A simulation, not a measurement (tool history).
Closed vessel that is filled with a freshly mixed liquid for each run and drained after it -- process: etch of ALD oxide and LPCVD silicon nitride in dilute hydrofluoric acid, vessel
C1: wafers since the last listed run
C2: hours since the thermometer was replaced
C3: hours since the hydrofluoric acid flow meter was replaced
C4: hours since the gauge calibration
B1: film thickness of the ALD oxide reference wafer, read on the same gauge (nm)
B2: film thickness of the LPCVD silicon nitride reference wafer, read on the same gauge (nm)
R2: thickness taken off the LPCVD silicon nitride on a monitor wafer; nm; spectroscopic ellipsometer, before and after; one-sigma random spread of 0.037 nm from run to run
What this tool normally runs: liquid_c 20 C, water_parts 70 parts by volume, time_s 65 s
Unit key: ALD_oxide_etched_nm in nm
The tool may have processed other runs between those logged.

{"run": 1, "hour": 0.0, "liquid_c": 20, "water_parts": 95, "time_s": 50, "C1": 0, "C2": 1678.8, "C3": 1782.8, "C4": 1431.7, "B1": 30, "B2": 29.991, "ALD_oxide_etched_nm": 13.99, "R2": 0.225}
{"run": 2, "hour": 102.3, "liquid_c": 20, "water_parts": 70, "time_s": 65, "C1": 13549, "C2": 1781.1, "C3": 1885.1, "C4": 1534, "B1": 29.99, "B2": 30.011, "ALD_oxide_etched_nm": 25.47, "R2": 0.357}
{"run": 3, "hour": 154.7, "liquid_c": 20, "water_parts": 70, "time_s": 65, "C1": 6940, "C2": 1833.5, "C3": 1937.5, "C4": 1586.4, "B1": 29.99, "B2": 29.986, "ALD_oxide_etched_nm": 25.5, "R2": 0.396}
{"run": 4, "hour": 216.5, "liquid_c": 20, "water_parts": 70, "time_s": 65, "C1": 8185, "C2": 1895.3, "C3": 1999.3, "C4": 1648.2, "B1": 30, "B2": 29.984, "ALD_oxide_etched_nm": 25.35, "R2": 0.426}
{"run": 5, "hour": 267.4, "liquid_c": 20, "water_parts": 70, "time_s": 65, "C1": 6741, "C2": 1946.2, "C3": 2050.2, "C4": 1699.1, "B1": 30.01, "B2": 30.022, "ALD_oxide_etched_nm": 25.43, "R2": 0.382}
{"run": 6, "hour": 358.7, "liquid_c": 20, "water_parts": 70, "time_s": 65, "C1": 12092, "C2": 2037.5, "C3": 2141.5, "C4": 1790.4, "B1": 30, "B2": 30.005, "ALD_oxide_etched_nm": 25.54, "R2": 0.382}
{"run": 7, "hour": 413.8, "liquid_c": 20, "water_parts": 70, "time_s": 65, "C1": 7297, "C2": 2092.6, "C3": 2196.6, "C4": 1845.5, "B1": 29.99, "B2": 30.013, "ALD_oxide_etched_nm": 25.45, "R2": 0.376}
{"hour": 434.5, "done": "gauge calibrated"}
{"run": 8, "hour": 489.9, "liquid_c": 20, "water_parts": 70, "time_s": 65, "C1": 10079, "C2": 2168.7, "C3": 2272.7, "C4": 55.4, "B1": 29.99, "B2": 30.004, "ALD_oxide_etched_nm": 25.41, "R2": 0.364}
{"run": 9, "hour": 593.9, "liquid_c": 20, "water_parts": 70, "time_s": 65, "C1": 13774, "C2": 2272.7, "C3": 2376.7, "C4": 159.4, "B1": 30.01, "B2": 30.015, "ALD_oxide_etched_nm": 25.48, "R2": 0.457}
{"run": 10, "hour": 686.2, "liquid_c": 20, "water_parts": 70, "time_s": 65, "C1": 12224, "C2": 2365, "C3": 2469, "C4": 251.7, "B1": 30, "B2": 30.017, "ALD_oxide_etched_nm": 25.49, "R2": 0.383}
{"run": 11, "hour": 764.9, "liquid_c": 20, "water_parts": 70, "time_s": 65, "C1": 10423, "C2": 2443.7, "C3": 2547.7, "C4": 330.4, "B1": 29.98, "B2": 30, "ALD_oxide_etched_nm": 25.54, "R2": 0.399}
{"hour": 806.1, "done": "hydrofluoric acid flow meter replaced"}
{"run": 12, "hour": 852.3, "liquid_c": 20, "water_parts": 90, "time_s": 65, "C1": 11443, "C2": 2531.1, "C3": 46.2, "C4": 417.8, "B1": 30, "B2": 29.987, "ALD_oxide_etched_nm": 19.34, "R2": 0.238}
{"run": 13, "hour": 899.1, "liquid_c": 20, "water_parts": 70, "time_s": 65, "C1": 6198, "C2": 2577.9, "C3": 93, "C4": 464.6, "B1": 30.01, "B2": 30.003, "ALD_oxide_etched_nm": 25.28, "R2": 0.416}
{"run": 14, "hour": 963.9, "liquid_c": 21.5, "water_parts": 70, "time_s": 95, "C1": 8582, "C2": 2642.7, "C3": 157.8, "C4": 529.4, "B1": 30.01, "B2": 29.982, "ALD_oxide_etched_nm": 39.44, "R2": 0.614}
{"run": 15, "hour": 1038.6, "liquid_c": 17, "water_parts": 55, "time_s": 35, "C1": 9893, "C2": 2717.4, "C3": 232.5, "C4": 604.1, "B1": 30.01, "B2": 30.002, "ALD_oxide_etched_nm": 15.57, "R2": 0.187}
{"run": 16, "hour": 1170.5, "liquid_c": 20, "water_parts": 70, "time_s": 65, "C1": 17469, "C2": 2849.3, "C3": 364.4, "C4": 736, "B1": 29.99, "B2": 29.997, "ALD_oxide_etched_nm": 25.4, "R2": 0.35}
{"run": 17, "hour": 1265.6, "liquid_c": 24.5, "water_parts": 70, "time_s": 45, "C1": 12595, "C2": 2944.4, "C3": 459.5, "C4": 831.1, "B1": 30, "B2": 29.986, "ALD_oxide_etched_nm": 21.2, "R2": 0.375}
{"hour": 1285.0, "done": "thermometer replaced"}
{"run": 18, "hour": 1330.1, "liquid_c": 20, "water_parts": 70, "time_s": 65, "C1": 8410, "C2": 45.1, "C3": 524, "C4": 895.6, "B1": 30.01, "B2": 30.013, "ALD_oxide_etched_nm": 25.53, "R2": 0.344}
{"run": 19, "hour": 1421.4, "liquid_c": 18, "water_parts": 70, "time_s": 65, "C1": 12092, "C2": 136.4, "C3": 615.3, "C4": 986.9, "B1": 29.99, "B2": 29.995, "ALD_oxide_etched_nm": 23.39, "R2": 0.283}
{"run": 20, "hour": 1481.3, "liquid_c": 24.5, "water_parts": 40, "time_s": 65, "C1": 7933, "C2": 196.3, "C3": 675.2, "C4": 1046.8, "B1": 30, "B2": 29.978, "ALD_oxide_etched_nm": 55.92, "R2": 0.948}
{"run": 21, "hour": 1569.7, "liquid_c": 25, "water_parts": 95, "time_s": 30, "C1": 11708, "C2": 284.7, "C3": 763.6, "C4": 1135.2, "B1": 30, "B2": 30.009, "ALD_oxide_etched_nm": 10.28, "R2": 0.215}
{"run": 22, "hour": 1628.8, "liquid_c": 23, "water_parts": 85, "time_s": 75, "C1": 7827, "C2": 343.8, "C3": 822.7, "C4": 1194.3, "B1": 30.02, "B2": 29.977, "ALD_oxide_etched_nm": 26.95, "R2": 0.551}
{"run": 23, "hour": 1677.6, "liquid_c": 20, "water_parts": 90, "time_s": 55, "C1": 6463, "C2": 392.6, "C3": 871.5, "C4": 1243.1, "B1": 30.01, "B2": 30.009, "ALD_oxide_etched_nm": 16.23, "R2": 0.249}
{"run": 24, "hour": 1730.0, "liquid_c": 22.5, "water_parts": 70, "time_s": 65, "C1": 6940, "C2": 445, "C3": 923.9, "C4": 1295.5, "B1": 29.98, "B2": 30.009, "ALD_oxide_etched_nm": 28.27, "R2": 0.354}
{"run": 25, "hour": 1773.1, "liquid_c": 20, "water_parts": 70, "time_s": 55, "C1": 5708, "C2": 488.1, "C3": 967, "C4": 1338.6, "B1": 29.99, "B2": 29.986, "ALD_oxide_etched_nm": 21.48, "R2": 0.308}
{"run": 26, "hour": 1852.7, "liquid_c": 17, "water_parts": 70, "time_s": 65, "C1": 10542, "C2": 567.7, "C3": 1046.6, "C4": 1418.2, "B1": 29.99, "B2": 30.011, "ALD_oxide_etched_nm": 22.49, "R2": 0.294}
{"run": 27, "hour": 1927.6, "liquid_c": 18.5, "water_parts": 40, "time_s": 90, "C1": 9920, "C2": 642.6, "C3": 1121.5, "C4": 1493.1, "B1": 30, "B2": 30.01, "ALD_oxide_etched_nm": 60.03, "R2": 0.794}

Across each entry between runs, compare the hidden state at the last listed run before it with the hidden state at the first listed run after it:
Logged between run 7 and run 8: gauge calibrated (hour 434.5)
  both runs share identical hidden conditions
Logged between run 11 and run 12: hydrofluoric acid flow meter replaced (hour 806.1)
  both runs share identical hidden conditions
Logged between run 17 and run 18: thermometer replaced (hour 1285)
  both runs share identical hidden conditions
